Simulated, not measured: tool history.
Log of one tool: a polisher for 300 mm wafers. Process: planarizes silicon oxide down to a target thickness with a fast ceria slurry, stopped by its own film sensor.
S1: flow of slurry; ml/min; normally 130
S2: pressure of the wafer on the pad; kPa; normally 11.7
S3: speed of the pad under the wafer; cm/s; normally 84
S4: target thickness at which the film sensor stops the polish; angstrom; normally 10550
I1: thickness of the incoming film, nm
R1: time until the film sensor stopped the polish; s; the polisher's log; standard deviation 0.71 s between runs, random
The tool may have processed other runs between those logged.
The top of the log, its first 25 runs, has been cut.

At hour 360.5: slurry nozzle cleaned.
Run 26, hour 368.7: usual settings but S1 105 ml/min, S2 15.2 kPa, S3 64 cm/s, S4 8660 angstrom; I1 1699.3. Result: R1 126.4 s.
Run 27, hour 382.4: usual settings but S1 100 ml/min, S3 66 cm/s; I1 1687.1. Result: R1 118.9 s.
Run 28, hour 398.6: usual settings but S1 175 ml/min, S2 9.7 kPa; I1 1719.2. Result: R1 102.2 s.
Run 29, hour 414.3: usual settings; I1 1688.1. Result: R1 92.7 s.
At hour 430.7: worn pad replaced by a new one.
Run 30, hour 431.2: usual settings but S2 9.7 kPa, S4 11730 angstrom; I1 1667.5. Result: R1 80.6 s.
Run 31, hour 446.9: usual settings but S3 110 cm/s; I1 1685.6. Result: R1 69.2 s.
Run 32, hour 496.4: usual settings but S3 112 cm/s; I1 1690.7. Result: R1 71.3 s.
Run 33, hour 512.4: usual settings but S1 170 ml/min, S2 9.7 kPa, S3 102 cm/s, S4 9020 angstrom; I1 1687.4. Result: R1 104.1 s.
Run 34, hour 518.6: usual settings but S1 110 ml/min; I1 1704.9. Result: R1 101.1 s.
At hour 536.8: worn pad replaced by a new one.
Run 35, hour 537.3: usual settings but S2 15.2 kPa, S3 106 cm/s; I1 1673.0. Result: R1 60.0 s.
Run 36, hour 541.6: usual settings but S3 108 cm/s, S4 9330 angstrom; I1 1701.8. Result: R1 90.4 s.
Run 37, hour 552.9: usual settings but S1 95 ml/min, S2 9.0 kPa, S4 11150 angstrom; I1 1661.7. Result: R1 107.7 s.

Predict each of these 4 candidate next runs independently; none follows another, all start after run 37:
Run A, hour 553.4: usual settings but S4 11970 angstrom; I1 1670.7. Result: R1 ?.
Run B, hour 553.4: usual settings but S1 100 ml/min; I1 1670.7. Result: R1 ?.
Run C, hour 553.4: usual settings but S1 110 ml/min, S2 14.5 kPa, S3 98 cm/s, S4 11910 angstrom; I1 1670.7. Result: R1 ?.
Run D, hour 553.4: usual settings but S2 7.6 kPa, S4 8830 angstrom; I1 1670.7. Result: R1 ?.

run     R1
  A   69.6
  B   98.2
  C   54.6
  D  157.8
With no hidden state in the tool, these same runs would have given:
run     R1
  A   65.4
  B   90.8
  C   50.8
  D  148.3
